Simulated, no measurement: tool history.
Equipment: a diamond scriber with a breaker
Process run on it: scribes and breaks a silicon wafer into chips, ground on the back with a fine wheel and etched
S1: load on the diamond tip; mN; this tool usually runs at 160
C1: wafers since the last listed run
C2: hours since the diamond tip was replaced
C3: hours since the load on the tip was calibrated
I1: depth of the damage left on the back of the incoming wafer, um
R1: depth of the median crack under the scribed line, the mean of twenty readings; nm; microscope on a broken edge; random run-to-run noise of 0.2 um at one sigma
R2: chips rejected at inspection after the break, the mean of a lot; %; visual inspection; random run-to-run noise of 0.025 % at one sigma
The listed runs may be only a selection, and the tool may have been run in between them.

run 1 hour=0.0 | S1=160 | C1=0 C2=146.8 C3=1636.8 | I1=0.60 | R1=13410 R2=1.00
run 2 hour=43.7 | S1=160 | C1=110 C2=190.5 C3=1680.5 | I1=0.41 | R1=13070 R2=1.05
run 3 hour=81.6 | S1=160 | C1=95 C2=228.4 C3=1718.4 | I1=0.34 | R1=13260 R2=1.08
run 4 hour=127.1 | S1=160 | C1=114 C2=273.9 C3=1763.9 | I1=0.38 | R1=13080 R2=1.22
run 5 hour=174.2 | S1=189 | C1=118 C2=321.0 C3=1811.0 | I1=0.79 | R1=14110 R2=0.74
run 6 hour=234.5 | S1=189 | C1=151 C2=381.3 C3=1871.3 | I1=0.35 | R1=13810 R2=0.72
run 7 hour=283.8 | S1=189 | C1=124 C2=430.6 C3=1920.6 | I1=0.43 | R1=13870 R2=0.77
run 8 hour=317.3 | S1=160 | C1=84 C2=464.1 C3=1954.1 | I1=0.70 | R1=12980 R2=1.51
run 9 hour=363.4 | S1=187 | C1=116 C2=510.2 C3=2000.2 | I1=0.53 | R1=13880 R2=0.79
-- hour=367.6 load on the tip recalibrated
run 10 hour=407.6 | S1=187 | C1=106 C2=554.4 C3=40.0 | I1=0.77 | R1=13700 R2=0.81
-- hour=477.5 diamond tip replaced by a new one
run 11 hour=478.0 | S1=172 | C1=172 C2=0.5 C3=110.4 | I1=0.69 | R1=12030 R2=3.53
run 12 hour=502.7 | S1=203 | C1=62 C2=25.2 C3=135.1 | I1=0.74 | R1=12630 R2=1.95
run 13 hour=547.9 | S1=182 | C1=113 C2=70.4 C3=180.3 | I1=0.58 | R1=11880 R2=3.68
run 14 hour=586.2 | S1=144 | C1=96 C2=108.7 C3=218.6 | I1=0.71 | R1=10330 R2=9.37
-- hour=604.1 diamond tip replaced by a new one, repeated, since the last time left the tool worse
run 15 hour=616.9 | S1=160 | C1=72 C2=12.8 C3=249.3 | I1=0.65 | R1=14040 R2=0.76
run 16 hour=704.6 | S1=182 | C1=220 C2=100.5 C3=337.0 | I1=0.55 | R1=14340 R2=0.85
run 17 hour=734.9 | S1=160 | C1=76 C2=130.8 C3=367.3 | I1=0.51 | R1=13700 R2=1.02
run 18 hour=783.2 | S1=183 | C1=121 C2=179.1 C3=415.6 | I1=0.73 | R1=14090 R2=0.80
run 19 hour=954.8 | S1=160 | C1=432 C2=350.7 C3=587.2 | I1=0.59 | R1=12730 R2=1.35
run 20 hour=1015.1 | S1=174 | C1=151 C2=411.0 C3=647.5 | I1=0.48 | R1=13290 R2=0.94

Below, some changes in R1 between adjacent runs. For each, the amount present without the hidden state too (settings, incoming material, random variation) and the amount remaining for the hidden state with gauge scatter not shared by both compared results:
The hidden state here: share of the diamond tip's cutting effectiveness lost through wear, %; deviation of the load on the tip from its setpoint, %.
Run 10 -> 11: S1 187 -> 172, diamond tip replaced by a new one. R1 -1670 nm: hidden state -1370, all else -300.
Run 14 -> 15: S1 144 -> 160, diamond tip replaced by a new one, repeated, since the last time left the tool worse. R1 +3710 nm: hidden state +2910, all else +800.
